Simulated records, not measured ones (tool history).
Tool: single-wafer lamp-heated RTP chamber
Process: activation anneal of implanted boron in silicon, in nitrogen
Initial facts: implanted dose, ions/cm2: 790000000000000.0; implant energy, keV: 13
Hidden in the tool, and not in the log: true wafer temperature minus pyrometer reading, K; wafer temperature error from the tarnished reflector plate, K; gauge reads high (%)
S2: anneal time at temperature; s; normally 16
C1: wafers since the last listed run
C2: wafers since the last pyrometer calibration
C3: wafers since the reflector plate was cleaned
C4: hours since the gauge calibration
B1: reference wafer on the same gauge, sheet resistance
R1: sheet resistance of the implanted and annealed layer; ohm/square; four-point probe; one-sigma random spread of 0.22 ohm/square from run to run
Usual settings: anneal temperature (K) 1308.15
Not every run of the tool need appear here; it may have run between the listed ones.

Run 1, hour 0: usual settings; C1 0; C2 1302; C3 7685; C4 452.8; B1 151.03. Result: R1 144.19 ohm/square.
Run 2, hour 13.8: usual settings; C1 186; C2 1488; C3 7872; C4 466.6; B1 150.93. Result: R1 143.75 ohm/square.
Run 3, hour 29.1: usual settings; C1 207; C2 1696; C3 8079; C4 481.9; B1 151.05. Result: R1 143.61 ohm/square.
Run 4, hour 52.4: usual settings; C1 315; C2 2011; C3 8395; C4 505.2; B1 151.02. Result: R1 143.48 ohm/square.
Run 5, hour 76.1: usual settings; C1 321; C2 2332; C3 8716; C4 528.9; B1 150.97. Result: R1 143.26 ohm/square.
Run 6, hour 97.9: usual settings; C1 295; C2 2628; C3 9011; C4 550.7; B1 150.96. Result: R1 143.31 ohm/square.
Run 7, hour 119.6: usual settings; C1 293; C2 2921; C3 9305; C4 572.4; B1 151.01. Result: R1 143.43 ohm/square.
Run 8, hour 136.7: usual settings; C1 231; C2 3153; C3 9536; C4 589.5; B1 150.84. Result: R1 143.23 ohm/square.
Run 9, hour 170.3: usual settings; C1 455; C2 3608; C3 9991; C4 623.1; B1 150.99. Result: R1 143.36 ohm/square.
At hour 195.5: gauge calibrated.
Run 10, hour 198.9: usual settings; C1 387; C2 3996; C3 10379; C4 3.4; B1 151. Result: R1 142.89 ohm/square.
Run 11, hour 212.9: usual settings but S2 22 s; C1 189; C2 4185; C3 10568; C4 17.4; B1 151.05. Result: R1 142.43 ohm/square.
Run 12, hour 232.8: usual settings; C1 269; C2 4455; C3 10838; C4 37.3; B1 150.95. Result: R1 143.15 ohm/square.
At hour 242.3: pyrometer window cleaned and pyrometer calibrated.
Run 13, hour 250.9: usual settings; C1 136; C2 116; C3 10975; C4 55.4; B1 151.04. Result: R1 144.04 ohm/square.
Run 14, hour 270.6: usual settings; C1 266; C2 383; C3 11242; C4 75.1; B1 151. Result: R1 143.52 ohm/square.
Run 15, hour 294.9: usual settings but anneal temperature (K) 1297.15, S2 24 s; C1 329; C2 712; C3 11571; C4 99.4; B1 151.04. Result: R1 143.89 ohm/square.
Run 16, hour 322.6: usual settings; C1 375; C2 1087; C3 11946; C4 127.1; B1 150.9. Result: R1 144 ohm/square.
Run 17, hour 347.9: usual settings but S2 20 s; C1 342; C2 1430; C3 12289; C4 152.4; B1 150.97. Result: R1 143.38 ohm/square.
Run 18, hour 365.4: usual settings but anneal temperature (K) 1333.15, S2 7 s; C1 237; C2 1667; C3 12526; C4 169.9; B1 150.95. Result: R1 143.34 ohm/square.
At hour 374.9: reflector plate cleaned.
Run 19, hour 398.3: usual settings but anneal temperature (K) 1298.15, S2 25 s; C1 337; C2 2004; C3 316; C4 202.8; B1 150.92. Result: R1 143.5 ohm/square.
Run 20, hour 427: usual settings; C1 388; C2 2393; C3 705; C4 231.5; B1 151.01. Result: R1 143.38 ohm/square.
Run 21, hour 450.3: usual settings but anneal temperature (K) 1299.15, S2 11 s; C1 315; C2 2708; C3 1021; C4 254.8; B1 151.05. Result: R1 144.59 ohm/square.
Run 22, hour 485.2: usual settings but anneal temperature (K) 1289.15, S2 9 s; C1 472; C2 3181; C3 1493; C4 289.7; B1 150.88. Result: R1 146.27 ohm/square.
Run 23, hour 507.5: usual settings but anneal temperature (K) 1327.15, S2 9 s; C1 302; C2 3483; C3 1795; C4 312; B1 151.04. Result: R1 143.62 ohm/square.
Run 24, hour 526.5: usual settings; C1 257; C2 3740; C3 2053; C4 331; B1 150.94. Result: R1 143.32 ohm/square.
Run 25, hour 543.2: usual settings but anneal temperature (K) 1330.15; C1 226; C2 3966; C3 2279; C4 347.7; B1 151.16. Result: R1 142.21 ohm/square.
Run 26, hour 571.8: usual settings but anneal temperature (K) 1279.15, S2 8 s; C1 387; C2 4354; C3 2666; C4 376.3; B1 150.94. Result: R1 147.08 ohm/square.
At hour 602.7: pyrometer window cleaned and pyrometer calibrated.
Run 27, hour 603.2: usual settings but anneal temperature (K) 1333.15, S2 11 s; C1 316; C2 7; C3 2983; C4 407.7; B1 150.9. Result: R1 143.36 ohm/square.
Run 28, hour 629: usual settings but anneal temperature (K) 1337.15, S2 11 s; C1 349; C2 356; C3 3333; C4 433.5; B1 150.93. Result: R1 143.22 ohm/square.

Run-by-run hidden state of the tool:
wafer temperature error from the tarnished reflector plate, K: 0 at every run
gauge reads high (%): 0 at every run
H1: true wafer temperature minus pyrometer reading, K
run     H1
  1    5.2
  2   5.69
  3   6.23
  4   7.06
  5   7.89
  6   8.66
  7   9.43
  8     10
  9   11.2
 10   12.2
 11   12.7
 12   13.4
 13   1.12
 14   1.82
 15   2.68
 16   3.66
 17   4.55
 18   5.17
 19   6.33
 20   7.35
 21   8.17
 22   9.41
 23   10.2
 24   10.9
 25   11.5
 26   12.5
 27  0.544
 28   1.46

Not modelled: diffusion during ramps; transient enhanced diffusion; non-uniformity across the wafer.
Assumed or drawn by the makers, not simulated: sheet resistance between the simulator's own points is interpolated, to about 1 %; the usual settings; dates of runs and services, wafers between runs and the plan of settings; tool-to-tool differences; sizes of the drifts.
